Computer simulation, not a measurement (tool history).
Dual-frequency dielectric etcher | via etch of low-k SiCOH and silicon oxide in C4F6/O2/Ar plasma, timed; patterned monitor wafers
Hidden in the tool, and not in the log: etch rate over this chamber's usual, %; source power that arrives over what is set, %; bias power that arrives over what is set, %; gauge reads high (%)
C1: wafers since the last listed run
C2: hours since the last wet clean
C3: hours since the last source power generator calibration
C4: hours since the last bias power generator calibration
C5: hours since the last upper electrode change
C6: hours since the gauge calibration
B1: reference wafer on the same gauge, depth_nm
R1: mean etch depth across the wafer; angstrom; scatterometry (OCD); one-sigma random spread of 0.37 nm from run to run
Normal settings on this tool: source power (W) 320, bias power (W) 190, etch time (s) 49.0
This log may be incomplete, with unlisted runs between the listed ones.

run 1 hour=0.0 | source_power_(W)=320 bias_power_(W)=190 etch_time_(s)=49.0 | C1=0 C2=73.8 C3=2868.9 C4=1778.4 C5=4055.7 C6=665.8 | B1=118.1 | R1=1091
run 2 hour=28.4 | source_power_(W)=320 bias_power_(W)=190 etch_time_(s)=49.0 | C1=482 C2=102.2 C3=2897.3 C4=1806.8 C5=4084.1 C6=694.2 | B1=117.9 | R1=1088
run 3 hour=47.4 | source_power_(W)=320 bias_power_(W)=190 etch_time_(s)=49.0 | C1=322 C2=121.2 C3=2916.3 C4=1825.8 C5=4103.1 C6=713.2 | B1=118.2 | R1=1086
run 4 hour=145.5 | source_power_(W)=320 bias_power_(W)=190 etch_time_(s)=49.0 | C1=1665 C2=219.3 C3=3014.4 C4=1923.9 C5=4201.2 C6=811.3 | B1=118.0 | R1=1079
run 5 hour=162.9 | source_power_(W)=320 bias_power_(W)=190 etch_time_(s)=49.0 | C1=295 C2=236.7 C3=3031.8 C4=1941.3 C5=4218.6 C6=828.7 | B1=118.2 | R1=1078
run 6 hour=193.0 | source_power_(W)=320 bias_power_(W)=190 etch_time_(s)=49.0 | C1=511 C2=266.8 C3=3061.9 C4=1971.4 C5=4248.7 C6=858.8 | B1=118.1 | R1=1070
-- hour=235.1 upper electrode replaced
run 7 hour=235.6 | source_power_(W)=320 bias_power_(W)=190 etch_time_(s)=49.0 | C1=315 C2=309.4 C3=3104.5 C4=2014.0 C5=0.5 C6=901.4 | B1=118.0 | R1=1079
-- hour=272.2 bias power generator calibrated
run 8 hour=272.7 | source_power_(W)=320 bias_power_(W)=190 etch_time_(s)=49.0 | C1=562 C2=346.5 C3=3141.6 C4=0.5 C5=37.6 C6=938.5 | B1=118.0 | R1=1068
run 9 hour=300.6 | source_power_(W)=320 bias_power_(W)=190 etch_time_(s)=49.0 | C1=473 C2=374.4 C3=3169.5 C4=28.4 C5=65.5 C6=966.4 | B1=117.9 | R1=1076
run 10 hour=316.3 | source_power_(W)=320 bias_power_(W)=190 etch_time_(s)=49.0 | C1=266 C2=390.1 C3=3185.2 C4=44.1 C5=81.2 C6=982.1 | B1=117.8 | R1=1069
run 11 hour=345.9 | source_power_(W)=320 bias_power_(W)=178 etch_time_(s)=49.0 | C1=502 C2=419.7 C3=3214.8 C4=73.7 C5=110.8 C6=1011.7 | B1=118.1 | R1=1041
-- hour=370.1 wet clean of the chamber
run 12 hour=372.6 | source_power_(W)=320 bias_power_(W)=190 etch_time_(s)=49.0 | C1=45 C2=2.5 C3=3241.5 C4=100.4 C5=137.5 C6=1038.4 | B1=117.9 | R1=1097
run 13 hour=404.7 | source_power_(W)=340 bias_power_(W)=158 etch_time_(s)=61.0 | C1=545 C2=34.6 C3=3273.6 C4=132.5 C5=169.6 C6=1070.5 | B1=118.1 | R1=1314
run 14 hour=488.4 | source_power_(W)=320 bias_power_(W)=208 etch_time_(s)=41.0 | C1=1421 C2=118.3 C3=3357.3 C4=216.2 C5=253.3 C6=1154.2 | B1=117.9 | R1=947
-- hour=488.8 gauge calibrated
run 15 hour=521.7 | source_power_(W)=370 bias_power_(W)=213 etch_time_(s)=40.0 | C1=565 C2=151.6 C3=3390.6 C4=249.5 C5=286.6 C6=32.9 | B1=118.2 | R1=1012
run 16 hour=535.9 | source_power_(W)=370 bias_power_(W)=162 etch_time_(s)=55.5 | C1=241 C2=165.8 C3=3404.8 C4=263.7 C5=300.8 C6=47.1 | B1=118.1 | R1=1264
run 17 hour=560.8 | source_power_(W)=320 bias_power_(W)=190 etch_time_(s)=49.0 | C1=422 C2=190.7 C3=3429.7 C4=288.6 C5=325.7 C6=72.0 | B1=118.2 | R1=1084
-- hour=568.8 source power generator calibrated
run 18 hour=586.5 | source_power_(W)=390 bias_power_(W)=161 etch_time_(s)=39.5 | C1=368 C2=216.4 C3=17.7 C4=314.3 C5=351.4 C6=97.7 | B1=118.1 | R1=921
run 19 hour=617.6 | source_power_(W)=370 bias_power_(W)=148 etch_time_(s)=36.0 | C1=528 C2=247.5 C3=48.8 C4=345.4 C5=382.5 C6=128.8 | B1=118.0 | R1=786
run 20 hour=634.9 | source_power_(W)=320 bias_power_(W)=190 etch_time_(s)=49.0 | C1=293 C2=264.8 C3=66.1 C4=362.7 C5=399.8 C6=146.1 | B1=117.9 | R1=1074
run 21 hour=670.9 | source_power_(W)=320 bias_power_(W)=190 etch_time_(s)=49.0 | C1=611 C2=300.8 C3=102.1 C4=398.7 C5=435.8 C6=182.1 | B1=118.1 | R1=1081
run 22 hour=689.5 | source_power_(W)=290 bias_power_(W)=216 etch_time_(s)=49.0 | C1=315 C2=319.4 C3=120.7 C4=417.3 C5=454.4 C6=200.7 | B1=118.0 | R1=1069
run 23 hour=701.9 | source_power_(W)=320 bias_power_(W)=190 etch_time_(s)=49.0 | C1=210 C2=331.8 C3=133.1 C4=429.7 C5=466.8 C6=213.1 | B1=117.8 | R1=1082
run 24 hour=726.9 | source_power_(W)=320 bias_power_(W)=190 etch_time_(s)=49.0 | C1=424 C2=356.8 C3=158.1 C4=454.7 C5=491.8 C6=238.1 | B1=117.9 | R1=1078
run 25 hour=750.4 | source_power_(W)=270 bias_power_(W)=190 etch_time_(s)=39.5 | C1=399 C2=380.3 C3=181.6 C4=478.2 C5=515.3 C6=261.6 | B1=118.0 | R1=776
-- hour=790.6 wet clean of the chamber
run 26 hour=791.1 | source_power_(W)=370 bias_power_(W)=204 etch_time_(s)=62.5 | C1=283 C2=0.5 C3=222.3 C4=518.9 C5=556.0 C6=302.3 | B1=118.2 | R1=1562
run 27 hour=791.4 | source_power_(W)=300 bias_power_(W)=164 etch_time_(s)=61.0 | C1=5 C2=0.8 C3=222.6 C4=519.2 C5=556.3 C6=302.6 | B1=118.0 | R1=1230
run 28 hour=813.5 | source_power_(W)=390 bias_power_(W)=160 etch_time_(s)=58.0 | C1=375 C2=22.9 C3=244.7 C4=541.3 C5=578.4 C6=324.7 | B1=118.0 | R1=1355
run 29 hour=876.4 | source_power_(W)=320 bias_power_(W)=190 etch_time_(s)=58.0 | C1=1068 C2=85.8 C3=307.6 C4=604.2 C5=641.3 C6=387.6 | B1=118.0 | R1=1292
run 30 hour=901.1 | source_power_(W)=260 bias_power_(W)=190 etch_time_(s)=38.0 | C1=419 C2=110.5 C3=332.3 C4=628.9 C5=666.0 C6=412.3 | B1=118.0 | R1=738

What if the next run were any one of these 4? Each begins from the tool's condition after run 30:
run A hour=901.5 | source_power_(W)=320 bias_power_(W)=190 etch_time_(s)=49.0 | C1=6 C2=110.9 C3=332.7 C4=629.3 C5=666.4 C6=412.7 | B1=? | R1=?
run B hour=901.5 | source_power_(W)=320 bias_power_(W)=217 etch_time_(s)=43.5 | C1=6 C2=110.9 C3=332.7 C4=629.3 C5=666.4 C6=412.7 | B1=? | R1=?
run C hour=901.5 | source_power_(W)=320 bias_power_(W)=190 etch_time_(s)=55.5 | C1=6 C2=110.9 C3=332.7 C4=629.3 C5=666.4 C6=412.7 | B1=? | R1=?
run D hour=901.5 | source_power_(W)=320 bias_power_(W)=238 etch_time_(s)=49.0 | C1=6 C2=110.9 C3=332.7 C4=629.3 C5=666.4 C6=412.7 | B1=? | R1=?

run=A B1=117.9 R1=1086
run=B B1=117.9 R1=1018
run=C B1=117.9 R1=1230
run=D B1=117.9 R1=1191
What these runs would have given with no unlogged condition in the tool:
run=A R1=1093
run=B R1=1025
run=C R1=1238
run=D R1=1199

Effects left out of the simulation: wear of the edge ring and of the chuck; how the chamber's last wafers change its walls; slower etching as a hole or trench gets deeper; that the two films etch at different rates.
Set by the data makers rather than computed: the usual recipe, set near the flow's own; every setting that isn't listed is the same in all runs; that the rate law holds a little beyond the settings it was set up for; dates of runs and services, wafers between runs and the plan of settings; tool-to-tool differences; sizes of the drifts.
